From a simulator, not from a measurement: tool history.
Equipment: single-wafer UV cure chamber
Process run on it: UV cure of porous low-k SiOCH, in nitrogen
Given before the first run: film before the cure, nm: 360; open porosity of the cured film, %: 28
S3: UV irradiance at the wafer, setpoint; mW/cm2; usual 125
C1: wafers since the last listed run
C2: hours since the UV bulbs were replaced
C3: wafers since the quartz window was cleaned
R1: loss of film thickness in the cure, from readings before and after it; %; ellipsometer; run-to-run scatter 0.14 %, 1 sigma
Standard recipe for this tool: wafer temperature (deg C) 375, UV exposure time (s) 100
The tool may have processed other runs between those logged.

Run 1, day 0: usual settings; C1 0; C2 1385.4; C3 589. Result: R1 10.532 %.
Run 2, day 2.942: usual settings; C1 240; C2 1456; C3 829. Result: R1 10.383 %.
Run 3, day 5.496: usual settings; C1 208; C2 1517.3; C3 1038. Result: R1 10.647 %.
Run 4, day 17.712: usual settings; C1 998; C2 1810.5; C3 2036. Result: R1 10.472 %.
Run 5, day 20.729: usual settings; C1 246; C2 1882.9; C3 2282. Result: R1 10.279 %.
Run 6, day 22.512: usual settings; C1 145; C2 1925.7; C3 2428. Result: R1 10.387 %.
Run 7, day 26.471: usual settings; C1 323; C2 2020.7; C3 2752. Result: R1 10.427 %.
Run 8, day 29.775: usual settings; C1 269; C2 2100; C3 3022. Result: R1 10.079 %.
Run 9, day 31.729: usual settings but UV exposure time (s) 130; C1 159; C2 2146.9; C3 3181. Result: R1 11.766 %.
Run 10, day 33.783: usual settings but UV exposure time (s) 130; C1 167; C2 2196.2; C3 3349. Result: R1 11.622 %.
At day 35.871: UV bulbs replaced.
Run 11, day 36.817: usual settings but UV exposure time (s) 125, S3 149 mW/cm2; C1 220; C2 22.7; C3 3570. Result: R1 12.537 %.
Run 12, day 39.8: usual settings but UV exposure time (s) 125, S3 149 mW/cm2; C1 243; C2 94.3; C3 3813. Result: R1 12.723 %.
Run 13, day 42.117: usual settings but UV exposure time (s) 125, S3 149 mW/cm2; C1 189; C2 149.9; C3 4003. Result: R1 12.728 %.
Run 14, day 44.158: usual settings; C1 166; C2 198.9; C3 4170. Result: R1 10.602 %.
Run 15, day 47.146: usual settings; C1 244; C2 270.6; C3 4414. Result: R1 10.526 %.
Run 16, day 51.025: usual settings; C1 316; C2 363.7; C3 4731. Result: R1 10.475 %.
Run 17, day 54.221: usual settings; C1 261; C2 440.4; C3 4992. Result: R1 10.452 %.
At day 55.962: quartz window cleaned.
Run 18, day 57.646: usual settings but UV exposure time (s) 125, S3 149 mW/cm2; C1 252; C2 522.6; C3 137. Result: R1 12.179 %.
Run 19, day 59.458: usual settings but UV exposure time (s) 150; C1 148; C2 566.1; C3 285. Result: R1 12.503 %.
Run 20, day 62.925: usual settings but wafer temperature (deg C) 387, UV exposure time (s) 160; C1 283; C2 649.3; C3 568. Result: R1 13.035 %.
Run 21, day 64.467: usual settings but wafer temperature (deg C) 388, UV exposure time (s) 55, S3 102 mW/cm2; C1 125; C2 686.3; C3 694. Result: R1 6.921 %.
Run 22, day 68.779: usual settings but wafer temperature (deg C) 367, UV exposure time (s) 155, S3 108 mW/cm2; C1 352; C2 789.8; C3 1047. Result: R1 11.881 %.
Run 23, day 71.796: usual settings but S3 143 mW/cm2; C1 246; C2 862.2; C3 1293. Result: R1 11.061 %.
Run 24, day 76: usual settings but wafer temperature (deg C) 368, UV exposure time (s) 135, S3 99 mW/cm2; C1 343; C2 963.1; C3 1637. Result: R1 10.844 %.
Run 25, day 79.529: usual settings but wafer temperature (deg C) 391, UV exposure time (s) 80, S3 164 mW/cm2; C1 288; C2 1047.8; C3 1925. Result: R1 11.091 %.
Run 26, day 83.475: usual settings; C1 322; C2 1142.5; C3 2247. Result: R1 10.604 %.
Run 27, day 86.908: usual settings but wafer temperature (deg C) 360, UV exposure time (s) 60, S3 162 mW/cm2; C1 280; C2 1224.9; C3 2528. Result: R1 8.843 %.
Run 28, day 89.512: usual settings but wafer temperature (deg C) 390, UV exposure time (s) 50, S3 162 mW/cm2; C1 212; C2 1287.4; C3 2741. Result: R1 8.655 %.

Here are 5 independent what-if runs from the current tool condition. What would each one return?
Run A, day 89.533: usual settings but S3 156 mW/cm2; C1 1; C2 1287.9; C3 2742. Result: R1 ?.
Run B, day 89.533: usual settings but wafer temperature (deg C) 388, UV exposure time (s) 60, S3 161 mW/cm2; C1 1; C2 1287.9; C3 2742. Result: R1 ?.
Run C, day 89.533: usual settings but wafer temperature (deg C) 363, UV exposure time (s) 150; C1 1; C2 1287.9; C3 2742. Result: R1 ?.
Run D, day 89.533: usual settings but wafer temperature (deg C) 384, UV exposure time (s) 125, S3 156 mW/cm2; C1 1; C2 1287.9; C3 2742. Result: R1 ?.
Run E, day 89.533: usual settings but wafer temperature (deg C) 366, UV exposure time (s) 65, S3 102 mW/cm2; C1 1; C2 1287.9; C3 2742. Result: R1 ?.

run      R1
  A  11.501
  B   9.393
  C  12.175
  D  12.822
  E   7.197
Take away the tool's hidden state, keep each run's random variation, and the runs would have read:
run      R1
  A  11.501
  B   9.393
  C  12.175
  D  12.822
  E   7.197
